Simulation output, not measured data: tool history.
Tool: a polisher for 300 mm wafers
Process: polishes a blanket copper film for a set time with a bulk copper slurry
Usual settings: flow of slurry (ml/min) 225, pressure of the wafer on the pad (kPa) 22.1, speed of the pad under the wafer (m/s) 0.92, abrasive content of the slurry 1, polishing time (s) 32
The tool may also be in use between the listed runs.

| run | hour | flow of slurry (ml/min) | pressure of the wafer on the pad (kPa) | speed of the pad under the wafer (m/s) | abrasive content of the slurry | polishing time (s) | wafers since the last listed run | wafers polished on this pad | hours since the slurry nozzle was cleaned | hours since the head pressure was calibrated | hours since the slurry blender was calibrated | incoming thickness of the incoming film, nm | film removed (nm) |
|---|---|---|---|---|---|---|---|---|---|---|---|---|---|
| 1 | 0.0 | 225 | 22.1 | 0.92 | 1 | 32 | 0 | 831 | 88.1 | 251.1 | 137.2 | 4517.9 | 336.4 |
| 2 | 77.7 | 225 | 22.1 | 0.92 | 1 | 32 | 1364 | 2195 | 165.8 | 328.8 | 214.9 | 4528.9 | 329.7 |
| 3 | 139.0 | 225 | 22.1 | 0.92 | 1 | 32 | 1076 | 3272 | 227.1 | 390.1 | 276.2 | 4473.9 | 328.8 |
|  | 191.6 | worn pad replaced by a new one |
| 4 | 241.4 | 225 | 22.1 | 1.00 | 1 | 32 | 1728 | 874 | 329.5 | 492.5 | 378.6 | 4477.9 | 361.2 |
| 5 | 278.6 | 225 | 22.1 | 1.00 | 1 | 32 | 653 | 1527 | 366.7 | 529.7 | 415.8 | 4605.9 | 358.0 |
|  | 319.7 | slurry blender recalibrated |
| 6 | 324.8 | 225 | 22.1 | 1.00 | 1 | 32 | 776 | 2304 | 412.9 | 575.9 | 5.1 | 4530.9 | 376.6 |
|  | 386.4 | head pressure recalibrated |
|  | 423.0 | slurry nozzle cleaned |
|  | 468.4 | worn pad replaced by a new one |
| 7 | 479.6 | 225 | 22.1 | 0.92 | 1 | 32 | 2595 | 197 | 56.6 | 93.2 | 159.9 | 4495.1 | 333.3 |
| 8 | 581.9 | 225 | 22.1 | 0.92 | 1 | 32 | 1796 | 1993 | 158.9 | 195.5 | 262.2 | 4498.2 | 331.3 |
| 9 | 683.5 | 225 | 24.1 | 0.92 | 1 | 32 | 1784 | 3777 | 260.5 | 297.1 | 363.8 | 4581.3 | 354.6 |
|  | 721.0 | worn pad replaced by a new one |
|  | 807.2 | slurry blender recalibrated |
| 10 | 885.0 | 225 | 22.1 | 0.92 | 1 | 28 | 3433 | 2844 | 462.0 | 498.6 | 77.8 | 4498.1 | 293.6 |
|  | 921.3 | head pressure recalibrated |
|  | 934.7 | slurry nozzle cleaned |
| 11 | 976.9 | 225 | 22.1 | 0.92 | 1 | 32 | 1561 | 4405 | 42.2 | 55.6 | 169.7 | 4446.1 | 318.0 |

Run 12 comes next. What will it give?
|  | 1004.9 | worn pad replaced by a new one |
| 12 | 1079.8 | 225 | 28.3 | 0.92 | 1 | 32 | 1736 | 1315 | 145.1 | 158.5 | 272.6 | 4481.3 | ? |

{"run 12": {"film removed (nm)": 420.2}}
Without the tool's hidden state the same run would have given film removed (nm) 448.5.

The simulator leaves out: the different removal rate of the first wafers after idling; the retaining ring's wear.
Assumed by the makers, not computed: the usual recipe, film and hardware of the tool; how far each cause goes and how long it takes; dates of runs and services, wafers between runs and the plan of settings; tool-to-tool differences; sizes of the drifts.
